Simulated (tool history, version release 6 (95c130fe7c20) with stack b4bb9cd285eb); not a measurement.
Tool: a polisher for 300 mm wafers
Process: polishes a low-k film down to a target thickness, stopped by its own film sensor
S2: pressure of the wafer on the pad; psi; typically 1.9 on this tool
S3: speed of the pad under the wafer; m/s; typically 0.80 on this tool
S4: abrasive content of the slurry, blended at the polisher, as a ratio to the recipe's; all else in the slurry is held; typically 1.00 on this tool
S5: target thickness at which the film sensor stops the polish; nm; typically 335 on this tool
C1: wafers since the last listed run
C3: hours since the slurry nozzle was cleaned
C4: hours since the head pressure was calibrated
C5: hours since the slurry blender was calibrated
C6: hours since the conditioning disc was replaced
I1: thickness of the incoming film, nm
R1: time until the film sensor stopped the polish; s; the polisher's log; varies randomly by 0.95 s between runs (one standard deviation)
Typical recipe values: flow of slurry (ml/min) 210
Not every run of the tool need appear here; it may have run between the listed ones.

run 1 hour=0.0 | flow_of_slurry_(ml/min)=210 S2=1.3 S3=0.80 S4=1.00 S5=335 | C1=0 wafers_polished_on_this_pad=635 C3=13.6 C4=1294.4 C5=51.9 C6=166.9 | I1=356.7 | R1=80.2
run 2 hour=29.6 | flow_of_slurry_(ml/min)=210 S2=1.9 S3=0.80 S4=1.00 S5=335 | C1=171 wafers_polished_on_this_pad=806 C3=43.2 C4=1324.0 C5=81.5 C6=196.5 | I1=357.2 | R1=58.5
run 3 hour=52.3 | flow_of_slurry_(ml/min)=210 S2=1.9 S3=0.80 S4=0.90 S5=335 | C1=131 wafers_polished_on_this_pad=937 C3=65.9 C4=1346.7 C5=104.2 C6=219.2 | I1=363.5 | R1=77.0
run 4 hour=74.2 | flow_of_slurry_(ml/min)=210 S2=1.9 S3=0.80 S4=0.90 S5=335 | C1=126 wafers_polished_on_this_pad=1064 C3=87.8 C4=1368.6 C5=126.1 C6=241.1 | I1=362.8 | R1=73.8
-- hour=78.0 conditioning disc replaced and pad reconditioned
run 5 hour=99.4 | flow_of_slurry_(ml/min)=210 S2=1.9 S3=0.80 S4=1.00 S5=335 | C1=134 wafers_polished_on_this_pad=1199 C3=113.0 C4=1393.8 C5=151.3 C6=21.4 | I1=364.4 | R1=76.2
run 6 hour=128.4 | flow_of_slurry_(ml/min)=210 S2=1.9 S3=0.80 S4=1.00 S5=335 | C1=167 wafers_polished_on_this_pad=1367 C3=142.0 C4=1422.8 C5=180.3 C6=50.4 | I1=362.6 | R1=71.9
-- hour=135.3 worn pad replaced by a new one
run 7 hour=143.7 | flow_of_slurry_(ml/min)=210 S2=1.5 S3=0.80 S4=1.00 S5=335 | C1=65 wafers_polished_on_this_pad=48 C3=157.3 C4=1438.1 C5=195.6 C6=65.7 | I1=355.7 | R1=69.1
-- hour=161.9 head pressure recalibrated
-- hour=177.5 slurry blender recalibrated
run 8 hour=178.8 | flow_of_slurry_(ml/min)=210 S2=1.5 S3=0.80 S4=1.00 S5=335 | C1=180 wafers_polished_on_this_pad=228 C3=192.4 C4=16.9 C5=1.3 C6=100.8 | I1=358.1 | R1=81.2
run 9 hour=210.4 | flow_of_slurry_(ml/min)=210 S2=1.5 S3=0.80 S4=1.00 S5=335 | C1=183 wafers_polished_on_this_pad=411 C3=224.0 C4=48.5 C5=32.9 C6=132.4 | I1=360.6 | R1=93.1
run 10 hour=244.6 | flow_of_slurry_(ml/min)=210 S2=1.9 S3=0.80 S4=1.00 S5=335 | C1=198 wafers_polished_on_this_pad=610 C3=258.2 C4=82.7 C5=67.1 C6=166.6 | I1=359.8 | R1=73.6
-- hour=266.3 slurry blender recalibrated, repeated, since the last time left the tool worse
-- hour=276.5 slurry nozzle cleaned
run 11 hour=276.8 | flow_of_slurry_(ml/min)=210 S2=1.9 S3=0.92 S4=0.85 S5=335 | C1=169 wafers_polished_on_this_pad=779 C3=0.3 C4=114.9 C5=10.5 C6=198.8 | I1=366.1 | R1=71.6
run 12 hour=308.4 | flow_of_slurry_(ml/min)=210 S2=1.3 S3=0.80 S4=1.00 S5=335 | C1=183 wafers_polished_on_this_pad=962 C3=31.9 C4=146.5 C5=42.1 C6=230.4 | I1=358.0 | R1=82.3
run 13 hour=321.1 | flow_of_slurry_(ml/min)=165 S2=2.6 S3=0.58 S4=1.00 S5=326 | C1=73 wafers_polished_on_this_pad=1035 C3=44.6 C4=159.2 C5=54.8 C6=243.1 | I1=357.3 | R1=77.4
-- hour=333.7 conditioning disc replaced and pad reconditioned
-- hour=337.2 worn pad replaced by a new one
run 14 hour=337.8 | flow_of_slurry_(ml/min)=280 S2=1.4 S3=0.80 S4=0.75 S5=335 | C1=64 wafers_polished_on_this_pad=3 C3=61.3 C4=175.9 C5=71.5 C6=4.1 | I1=356.7 | R1=78.9
run 15 hour=364.2 | flow_of_slurry_(ml/min)=240 S2=2.1 S3=0.80 S4=0.90 S5=335 | C1=152 wafers_polished_on_this_pad=156 C3=87.7 C4=202.3 C5=97.9 C6=30.5 | I1=361.7 | R1=62.4
run 16 hour=387.8 | flow_of_slurry_(ml/min)=210 S2=1.9 S3=0.80 S4=0.90 S5=335 | C1=136 wafers_polished_on_this_pad=293 C3=111.3 C4=225.9 C5=121.5 C6=54.1 | I1=359.9 | R1=65.6
run 17 hour=408.8 | flow_of_slurry_(ml/min)=185 S2=2.2 S3=1.04 S4=1.00 S5=342 | C1=121 wafers_polished_on_this_pad=414 C3=132.3 C4=246.9 C5=142.5 C6=75.1 | I1=356.8 | R1=26.9
run 18 hour=431.0 | flow_of_slurry_(ml/min)=210 S2=1.9 S3=0.80 S4=1.00 S5=335 | C1=128 wafers_polished_on_this_pad=543 C3=154.5 C4=269.1 C5=164.7 C6=97.3 | I1=355.2 | R1=52.7
run 19 hour=446.8 | flow_of_slurry_(ml/min)=160 S2=2.1 S3=0.80 S4=1.00 S5=333 | C1=91 wafers_polished_on_this_pad=634 C3=170.3 C4=284.9 C5=180.5 C6=113.1 | I1=365.5 | R1=76.7

What the log doesn't show, run by run:
removal rate lost through wear of the pad, %: 0 in every run
slurry flow missing at the pad, %: 0 in every run
deviation of the head's pressure from its setpoint, %: 0 in every run
time polished since the conditioner stopped cutting, s: 0 in every run
H1: abrasive missing from the slurry, %
run=1 H1=12.4
run=2 H1=15
run=3 H1=16.4
run=4 H1=17.5
run=5 H1=18.3
run=6 H1=19
run=7 H1=19.3
run=8 H1=34.9
run=9 H1=40.3
run=10 H1=44
run=11 H1=3.3
run=12 H1=8.02
run=13 H1=9.43
run=14 H1=11
run=15 H1=12.8
run=16 H1=13.9
run=17 H1=14.7
run=18 H1=15.3
run=19 H1=15.7

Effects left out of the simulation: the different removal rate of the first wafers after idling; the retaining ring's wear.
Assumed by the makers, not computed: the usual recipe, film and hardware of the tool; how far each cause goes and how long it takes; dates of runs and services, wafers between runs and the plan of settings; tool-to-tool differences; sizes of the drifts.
